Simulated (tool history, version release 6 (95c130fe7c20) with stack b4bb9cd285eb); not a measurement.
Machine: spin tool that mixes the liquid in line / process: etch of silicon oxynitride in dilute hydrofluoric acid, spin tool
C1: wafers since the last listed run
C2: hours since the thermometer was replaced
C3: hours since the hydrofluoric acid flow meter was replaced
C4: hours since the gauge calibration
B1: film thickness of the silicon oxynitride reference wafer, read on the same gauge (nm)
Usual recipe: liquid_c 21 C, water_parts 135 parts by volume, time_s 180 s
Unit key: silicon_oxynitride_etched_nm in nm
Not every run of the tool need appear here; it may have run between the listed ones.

Run 1, hour 0: usual settings; C1 0; C2 1258.3; C3 1704.2; C4 407.3; B1 40.02. Result: silicon_oxynitride_etched_nm 5.55 nm.
Run 2, hour 61.6: usual settings; C1 513; C2 1319.9; C3 1765.8; C4 468.9; B1 39.97. Result: silicon_oxynitride_etched_nm 5.5 nm.
Run 3, hour 132.3: usual settings; C1 588; C2 1390.6; C3 1836.5; C4 539.6; B1 39.99. Result: silicon_oxynitride_etched_nm 5.47 nm.
Run 4, hour 188.9: usual settings; C1 471; C2 1447.2; C3 1893.1; C4 596.2; B1 39.98. Result: silicon_oxynitride_etched_nm 5.46 nm.
Run 5, hour 236.5: usual settings; C1 396; C2 1494.8; C3 1940.7; C4 643.8; B1 39.99. Result: silicon_oxynitride_etched_nm 5.48 nm.
Run 6, hour 273.9: usual settings; C1 311; C2 1532.2; C3 1978.1; C4 681.2; B1 39.98. Result: silicon_oxynitride_etched_nm 5.46 nm.
Run 7, hour 329.4: usual settings; C1 462; C2 1587.7; C3 2033.6; C4 736.7; B1 40. Result: silicon_oxynitride_etched_nm 5.45 nm.
Run 8, hour 372.2: usual settings; C1 356; C2 1630.5; C3 2076.4; C4 779.5; B1 40.01. Result: silicon_oxynitride_etched_nm 5.47 nm.
Run 9, hour 426.8: usual settings; C1 454; C2 1685.1; C3 2131; C4 834.1; B1 40. Result: silicon_oxynitride_etched_nm 5.52 nm.
Run 10, hour 474.9: usual settings; C1 400; C2 1733.2; C3 2179.1; C4 882.2; B1 40. Result: silicon_oxynitride_etched_nm 5.44 nm.
Run 11, hour 526.9: usual settings but liquid_c 23 C; C1 433; C2 1785.2; C3 2231.1; C4 934.2; B1 39.98. Result: silicon_oxynitride_etched_nm 5.99 nm.
Run 12, hour 570.5: usual settings but liquid_c 23 C; C1 363; C2 1828.8; C3 2274.7; C4 977.8; B1 39.99. Result: silicon_oxynitride_etched_nm 6.04 nm.
Run 13, hour 605: usual settings but liquid_c 23 C, water_parts 115 parts by volume; C1 287; C2 1863.3; C3 2309.2; C4 1012.3; B1 39.99. Result: silicon_oxynitride_etched_nm 7.22 nm.
Run 14, hour 647.7: usual settings but liquid_c 23 C, water_parts 115 parts by volume; C1 355; C2 1906; C3 2351.9; C4 1055; B1 40.01. Result: silicon_oxynitride_etched_nm 7.25 nm.
At hour 664.7: gauge calibrated.
Run 15, hour 861.9: usual settings but liquid_c 23 C, water_parts 115 parts by volume; C1 1784; C2 2120.2; C3 2566.1; C4 197.2; B1 40.02. Result: silicon_oxynitride_etched_nm 7.17 nm.
Run 16, hour 894.1: usual settings but liquid_c 19 C, time_s 90 s; C1 268; C2 2152.4; C3 2598.3; C4 229.4; B1 40.02. Result: silicon_oxynitride_etched_nm 2.5 nm.
At hour 903.7: thermometer replaced.
At hour 918.8: hydrofluoric acid flow meter replaced.
Run 17, hour 951.3: usual settings but water_parts 165 parts by volume, time_s 140 s; C1 459; C2 47.6; C3 32.5; C4 286.6; B1 40. Result: silicon_oxynitride_etched_nm 3.41 nm.
Run 18, hour 989.9: usual settings but water_parts 105 parts by volume; C1 321; C2 86.2; C3 71.1; C4 325.2; B1 39.99. Result: silicon_oxynitride_etched_nm 7.26 nm.
Run 19, hour 1048.4: usual settings but water_parts 95 parts by volume; C1 487; C2 144.7; C3 129.6; C4 383.7; B1 40.02. Result: silicon_oxynitride_etched_nm 8.02 nm.
Run 20, hour 1122.7: usual settings but liquid_c 18.5 C, water_parts 195 parts by volume; C1 618; C2 219; C3 203.9; C4 458; B1 40. Result: silicon_oxynitride_etched_nm 3.23 nm.
Run 21, hour 1181.7: usual settings but liquid_c 24.5 C, water_parts 95 parts by volume, time_s 100 s; C1 491; C2 278; C3 262.9; C4 517; B1 39.98. Result: silicon_oxynitride_etched_nm 5.21 nm.
Run 22, hour 1236: usual settings but liquid_c 17.5 C, water_parts 190 parts by volume; C1 452; C2 332.3; C3 317.2; C4 571.3; B1 40. Result: silicon_oxynitride_etched_nm 3.18 nm.
Run 23, hour 1289.7: usual settings but water_parts 115 parts by volume, time_s 225 s; C1 447; C2 386; C3 370.9; C4 625; B1 40.01. Result: silicon_oxynitride_etched_nm 8.21 nm.
Run 24, hour 1359.5: usual settings; C1 581; C2 455.8; C3 440.7; C4 694.8; B1 40.01. Result: silicon_oxynitride_etched_nm 5.45 nm.
Run 25, hour 1453.9: usual settings but water_parts 100 parts by volume; C1 786; C2 550.2; C3 535.1; C4 789.2; B1 39.99. Result: silicon_oxynitride_etched_nm 7.55 nm.
Run 26, hour 1502.8: usual settings but liquid_c 24.5 C, water_parts 115 parts by volume; C1 407; C2 599.1; C3 584; C4 838.1; B1 40. Result: silicon_oxynitride_etched_nm 7.7 nm.
Run 27, hour 1626.9: usual settings but water_parts 160 parts by volume; C1 1033; C2 723.2; C3 708.1; C4 962.2; B1 40.01. Result: silicon_oxynitride_etched_nm 4.52 nm.
Run 28, hour 1670: usual settings but liquid_c 18.5 C; C1 358; C2 766.3; C3 751.2; C4 1005.3; B1 39.98. Result: silicon_oxynitride_etched_nm 4.87 nm.
Run 29, hour 1713.1: usual settings; C1 358; C2 809.4; C3 794.3; C4 1048.4; B1 39.98. Result: silicon_oxynitride_etched_nm 5.5 nm.
Run 30, hour 1749.6: usual settings; C1 304; C2 845.9; C3 830.8; C4 1084.9; B1 40.01. Result: silicon_oxynitride_etched_nm 5.49 nm.
At hour 1786.3: gauge calibrated.
Run 31, hour 1816.8: usual settings but liquid_c 25.5 C, time_s 285 s; C1 559; C2 913.1; C3 898; C4 30.5; B1 40. Result: silicon_oxynitride_etched_nm 10.74 nm.

Consider 3 possible next runs. They are alternatives, not a sequence: every one starts from the tool as it was left by run 31. What does each give?
Run A, hour 1817.3: usual settings but water_parts 90 parts by volume; C1 4; C2 913.6; C3 898.5; C4 31; B1 ?. Result: silicon_oxynitride_etched_nm ?.
Run B, hour 1817.3: usual settings but liquid_c 19 C; C1 4; C2 913.6; C3 898.5; C4 31; B1 ?. Result: silicon_oxynitride_etched_nm ?.
Run C, hour 1817.3: usual settings but time_s 270 s; C1 4; C2 913.6; C3 898.5; C4 31; B1 ?. Result: silicon_oxynitride_etched_nm ?.

run  B1  silicon_oxynitride_etched_nm
  A  40                           8.5
  B  40                          4.98
  C  40                          8.22
With no hidden state in the tool, these same runs would have given:
run  silicon_oxynitride_etched_nm
  A                           8.5
  B                          4.98
  C                          8.22
